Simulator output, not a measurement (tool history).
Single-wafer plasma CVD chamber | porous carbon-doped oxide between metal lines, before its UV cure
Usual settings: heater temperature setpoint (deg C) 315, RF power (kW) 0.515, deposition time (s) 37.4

run	hour	heater temperature setpoint (deg C)	RF power (kW)	deposition time (s)	read-back reference wafer on the same gauge, thickness_nm	mean film thickness on the monitor wafer (Å)
1	0	315	0.515	37.4	168.044	1838.37
2	49.3	315	0.515	37.4	167.965	1840.75
3	86.5	315	0.515	37.4	167.867	1832.29
4	148.7	315	0.515	37.4	167.976	1834.51
5	192.9	315	0.515	37.4	167.991	1826.42
6	231.6	315	0.515	37.4	167.994	1821.84
7	272.1	315	0.515	37.4	168.076	1812.94
8	331.2	321	0.515	37.4	168.009	1754.42
9	359.6	321	0.515	37.4	167.951	1748.32
10	406.8	321	0.515	37.4	167.834	1747.86
# hour 448.7: thermocouple changed; heater temperature recalibrated
11	468.2	315	0.515	37.4	168.133	1890.76
12	520.4	315	0.515	37.4	168.044	1888.03
13	544.8	315	0.515	37.4	168.091	1889.14
14	603.8	315	0.515	37.4	167.911	1880.46
15	634.2	315	0.515	30.4	168.06	1538.73
16	687.9	304	0.555	33.6	167.915	1929.17
# hour 736.4: RF generator calibrated
17	743.6	315	0.615	37.4	167.951	2177.98
# hour 746.8: gauge calibrated
# hour 818.9: showerhead replaced
18	819.4	322	0.565	33.5	168.154	1762.97
19	839.8	327	0.515	41.8	167.877	1984.78
20	896.3	329	0.415	37.4	168.133	1469.67
21	941.8	315	0.515	37.4	168.099	1903.79
22	981.7	315	0.555	41.2	167.954	2217.69
23	1049.4	315	0.515	33.9	168.02	1721.59
24	1075	328	0.59	43.6	167.983	2267.38
25	1119.5	315	0.515	37.4	167.987	1897.49
26	1176.3	309	0.47	42.9	167.91	2098.35
27	1215.8	302	0.555	37.4	167.899	2175.26
28	1253.1	315	0.515	31.4	168.001	1598.13

Forecast each of these 5 alternatives for the next run:
A	1253.5	315	0.515	43.5	?	?
B	1253.5	329	0.515	30.3	?	?
C	1253.5	315	0.46	35.4	?	?
D	1253.5	315	0.515	39.6	?	?
E	1253.5	310	0.615	41.7	?	?

run	read-back reference wafer on the same gauge, thickness_nm	mean film thickness on the monitor wafer (Å)
A	168	2185.04
B	168	1419.6
C	168	1634.66
D	168	1993.64
E	168	2464.14
Without the tool's hidden state the same runs would have given:
run	mean film thickness on the monitor wafer (Å)
A	2202.84
B	1431.25
C	1650.37
D	2009.88
E	2483.71
